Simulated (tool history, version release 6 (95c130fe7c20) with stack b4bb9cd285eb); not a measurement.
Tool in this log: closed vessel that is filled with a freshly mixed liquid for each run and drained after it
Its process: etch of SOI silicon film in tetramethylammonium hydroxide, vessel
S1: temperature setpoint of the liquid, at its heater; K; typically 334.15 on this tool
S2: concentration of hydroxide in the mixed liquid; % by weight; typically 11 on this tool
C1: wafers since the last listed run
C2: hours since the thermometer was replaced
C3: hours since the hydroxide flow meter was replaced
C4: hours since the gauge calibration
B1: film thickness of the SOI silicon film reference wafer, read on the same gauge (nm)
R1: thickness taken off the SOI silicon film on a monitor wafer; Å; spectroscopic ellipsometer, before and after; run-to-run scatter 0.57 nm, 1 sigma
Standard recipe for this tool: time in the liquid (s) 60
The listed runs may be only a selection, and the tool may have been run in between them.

Run 1, day 0: usual settings but S1 328.65 K; C1 0; C2 563.9; C3 1176.4; C4 95.4; B1 110. Result: R1 1585.3 Å.
Run 2, day 0.546: usual settings; C1 1770; C2 577; C3 1189.5; C4 108.5; B1 110. Result: R1 2239.5 Å.
Run 3, day 1.092: usual settings; C1 1770; C2 590.1; C3 1202.6; C4 121.6; B1 110.03. Result: R1 2243.3 Å.
Run 4, day 1.433: usual settings; C1 1108; C2 598.3; C3 1210.8; C4 129.8; B1 110.02. Result: R1 2243.3 Å.
Run 5, day 1.871: usual settings but time in the liquid (s) 45; C1 1418; C2 608.8; C3 1221.3; C4 140.3; B1 109.98. Result: R1 1680.6 Å.
Run 6, day 2.479: usual settings but time in the liquid (s) 45; C1 1972; C2 623.4; C3 1235.9; C4 154.9; B1 110.01. Result: R1 1683.3 Å.
Run 7, day 3.154: usual settings but S1 338.65 K; C1 2188; C2 639.6; C3 1252.1; C4 171.1; B1 110.01. Result: R1 2944.6 Å.
Run 8, day 3.679: usual settings but S1 338.65 K; C1 1702; C2 652.2; C3 1264.7; C4 183.7; B1 110. Result: R1 2949.1 Å.
Run 9, day 4.325: usual settings but S1 338.65 K; C1 2094; C2 667.7; C3 1280.2; C4 199.2; B1 109.99. Result: R1 2951.3 Å.
Run 10, day 4.783: usual settings but S1 337.15 K; C1 1486; C2 678.7; C3 1291.2; C4 210.2; B1 109.98. Result: R1 2688.8 Å.
Run 11, day 5.438: usual settings but S1 337.15 K; C1 2121; C2 694.4; C3 1306.9; C4 225.9; B1 109.97. Result: R1 2702 Å.
At day 5.933: hydroxide flow meter replaced.
Run 12, day 6.108: usual settings but S1 337.15 K; C1 2040; C2 710.5; C3 4.2; C4 242; B1 109.99. Result: R1 2806.5 Å.
Run 13, day 6.812: usual settings but S1 332.15 K; C1 2283; C2 727.4; C3 21.1; C4 258.9; B1 110. Result: R1 2057.4 Å.
At day 6.962: thermometer replaced.
Run 14, day 7.546: usual settings but S1 332.15 K; C1 2243; C2 14; C3 38.7; C4 276.5; B1 109.97. Result: R1 2005.8 Å.
At day 7.667: gauge calibrated.
Run 15, day 7.992: usual settings but S1 327.65 K, S2 12 % by weight, time in the liquid (s) 75; C1 1445; C2 24.7; C3 49.4; C4 7.8; B1 110. Result: R1 1813 Å.
Run 16, day 8.483: usual settings but S1 327.15 K, S2 12.5 % by weight, time in the liquid (s) 80; C1 1594; C2 36.5; C3 61.2; C4 19.6; B1 110.01. Result: R1 1839.1 Å.
Run 17, day 9.158: usual settings but S1 338.65 K; C1 2188; C2 52.7; C3 77.4; C4 35.8; B1 109.98. Result: R1 2996.9 Å.
Run 18, day 9.85: usual settings but S1 342.15 K, S2 13 % by weight, time in the liquid (s) 90; C1 2243; C2 69.3; C3 94; C4 52.4; B1 109.99. Result: R1 5116.5 Å.
Run 19, day 10.596: usual settings; C1 2418; C2 87.2; C3 111.9; C4 70.3; B1 109.99. Result: R1 2276.9 Å.
Run 20, day 10.858: usual settings but S2 12.5 % by weight, time in the liquid (s) 50; C1 851; C2 93.5; C3 118.2; C4 76.6; B1 109.99. Result: R1 1798.7 Å.
Run 21, day 11.35: usual settings but S2 12.5 % by weight, time in the liquid (s) 80; C1 1594; C2 105.3; C3 130; C4 88.4; B1 110.01. Result: R1 2861.5 Å.
Run 22, day 11.792: usual settings but S1 339.15 K, time in the liquid (s) 95; C1 1432; C2 115.9; C3 140.6; C4 99; B1 109.99. Result: R1 4884.3 Å.
Run 23, day 12.392: usual settings but S1 337.15 K; C1 1945; C2 130.3; C3 155; C4 113.4; B1 110.01. Result: R1 2730.6 Å.
Run 24, day 12.65: usual settings but S2 12.5 % by weight, time in the liquid (s) 40; C1 837; C2 136.5; C3 161.2; C4 119.6; B1 110.01. Result: R1 1432.8 Å.
Run 25, day 13.275: usual settings; C1 2026; C2 151.5; C3 176.2; C4 134.6; B1 110.01. Result: R1 2270.8 Å.
Run 26, day 13.767: usual settings but S1 331.15 K; C1 1594; C2 163.3; C3 188; C4 146.4; B1 110.02. Result: R1 1886.9 Å.
Run 27, day 14.4: usual settings but S1 338.15 K, S2 12.5 % by weight, time in the liquid (s) 75; C1 2053; C2 178.5; C3 203.2; C4 161.6; B1 110. Result: R1 3423.9 Å.
Run 28, day 14.971: usual settings but S1 339.15 K, time in the liquid (s) 95; C1 1851; C2 192.2; C3 216.9; C4 175.3; B1 110.01. Result: R1 4877.1 Å.
Run 29, day 15.579: usual settings but S1 330.65 K, S2 8 % by weight, time in the liquid (s) 70; C1 1972; C2 206.8; C3 231.5; C4 189.9; B1 110. Result: R1 2387.1 Å.

Below are 4 alternative next runs, each starting from the tool's condition after run 29. Predict each:
Run A, day 15.608: usual settings; C1 94; C2 207.5; C3 232.2; C4 190.6; B1 ?. Result: R1 ?.
Run B, day 15.608: usual settings but S1 342.15 K, time in the liquid (s) 90; C1 94; C2 207.5; C3 232.2; C4 190.6; B1 ?. Result: R1 ?.
Run C, day 15.608: usual settings but S1 331.65 K, S2 7.5 % by weight; C1 94; C2 207.5; C3 232.2; C4 190.6; B1 ?. Result: R1 ?.
Run D, day 15.608: usual settings but S1 342.15 K, S2 13.5 % by weight; C1 94; C2 207.5; C3 232.2; C4 190.6; B1 ?. Result: R1 ?.

run      B1      R1
  A  109.98  2265.9
  B  109.98  5511.3
  C  109.98    2219
  D  109.98  3355.9
With no hidden state in the tool, these same runs would have given:
run      R1
  A  2283.9
  B  5556.9
  C  2229.2
  D  3401.5
